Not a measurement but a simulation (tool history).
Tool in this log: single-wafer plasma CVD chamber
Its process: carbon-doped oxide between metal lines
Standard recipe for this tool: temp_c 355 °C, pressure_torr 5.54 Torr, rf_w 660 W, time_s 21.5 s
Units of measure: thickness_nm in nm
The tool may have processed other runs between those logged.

run	hour	temp_c	pressure_torr	rf_w	time_s	wafers since the last listed run	hours since the last thermocouple change	hours since the last RF generator calibration	hours since the last manometer calibration	hours since the showerhead was replaced	hours since the gauge calibration	read-back reference wafer on the same gauge, thickness_nm	thickness_nm
1	0.0	366	5.54	725	21.5	0	1693.7	368.6	386.8	4966.5	432.3	114.021	131.303
2	67.9	355	5.54	590	21.5	1462	1761.6	436.5	454.7	5034.4	500.2	113.955	116.975
3	118.8	355	5.12	660	21.5	1096	1812.5	487.4	505.6	5085.3	551.1	113.872	124.110
4	211.8	355	5.12	660	21.5	2003	1905.5	580.4	598.6	5178.3	644.1	114.028	124.091
5	263.5	355	5.54	660	21.5	1113	1957.2	632.1	650.3	5230.0	695.8	114.011	126.129
6	367.1	355	5.54	660	21.5	2231	2060.8	735.7	753.9	5333.6	799.4	114.084	125.175
7	462.9	355	5.54	660	21.5	2063	2156.6	831.5	849.7	5429.4	895.2	114.058	125.697
8	500.4	355	5.54	660	21.5	807	2194.1	869.0	887.2	5466.9	932.7	113.972	125.159
9	575.2	355	5.54	660	21.5	1611	2268.9	943.8	962.0	5541.7	1007.5	113.983	125.415
10	668.4	363	5.54	660	21.5	2007	2362.1	1037.0	1055.2	5634.9	1100.7	114.014	121.277
11	709.5	363	5.54	660	21.5	885	2403.2	1078.1	1096.3	5676.0	1141.8	113.945	122.395
# hour 759.2: thermocouple changed; heater temperature recalibrated
12	796.8	355	5.99	660	21.5	1708	37.6	1165.4	1183.6	5763.3	1229.1	114.003	128.249
# hour 908.6: RF generator calibrated
13	909.1	352	5.54	660	21.5	2246	149.9	0.5	1295.9	5875.6	1341.4	114.140	130.694
14	1009.7	365	4.71	560	18.2	2167	250.5	101.1	1396.5	5976.2	1442.0	113.900	91.452
15	1049.5	355	5.54	660	21.5	857	290.3	140.9	1436.3	6016.0	1481.8	113.969	129.161
16	1146.7	365	6.34	660	21.5	2093	387.5	238.1	1533.5	6113.2	1579.0	114.033	127.411
17	1189.6	355	5.54	660	21.5	924	430.4	281.0	1576.4	6156.1	1621.9	113.888	128.949
# hour 1193.0: gauge calibrated
18	1271.0	342	4.58	660	20.4	1753	511.8	362.4	1657.8	6237.5	78.0	113.907	121.863
19	1354.1	355	5.54	720	25.6	1790	594.9	445.5	1740.9	6320.6	161.1	114.092	161.375
20	1411.2	370	6.00	780	24.6	1230	652.0	502.6	1798.0	6377.7	218.2	113.984	158.692
# hour 1445.7: capacitance manometer re-zeroed and calibrated
# hour 1452.3: showerhead replaced
21	1486.5	355	5.54	660	19.8	1308	727.3	577.9	40.8	34.2	293.5	114.094	117.700
22	1611.9	369	4.33	715	22.9	2701	852.7	703.3	166.2	159.6	418.9	113.936	130.553
23	1662.6	355	5.54	660	18.3	1092	903.4	754.0	216.9	210.3	469.6	114.026	108.976
24	1777.0	355	5.54	530	21.5	2464	1017.8	868.4	331.3	324.7	584.0	114.018	108.470
25	1845.7	355	5.54	660	21.5	1479	1086.5	937.1	400.0	393.4	652.7	113.891	126.448
26	1927.0	345	5.54	540	17.3	1751	1167.8	1018.4	481.3	474.7	734.0	114.008	91.256

Alternative continuations, all from the tool just after run 26; predict every row:
A	1927.4	355	5.54	660	21.5	8	1168.2	1018.8	481.7	475.1	734.4	?	?
B	1927.4	355	5.89	660	21.5	8	1168.2	1018.8	481.7	475.1	734.4	?	?
C	1927.4	364	6.16	660	21.5	8	1168.2	1018.8	481.7	475.1	734.4	?	?
D	1927.4	355	5.06	765	21.5	8	1168.2	1018.8	481.7	475.1	734.4	?	?
E	1927.4	368	6.45	745	23.1	8	1168.2	1018.8	481.7	475.1	734.4	?	?

run	read-back reference wafer on the same gauge, thickness_nm	thickness_nm
A	113.967	126.201
B	113.967	127.469
C	113.967	125.170
D	113.967	136.495
E	113.967	144.848
Take away the tool's hidden state, keep each run's random variation, and the runs would have read:
run	thickness_nm
A	129.609
B	130.911
C	128.412
D	140.161
E	148.456
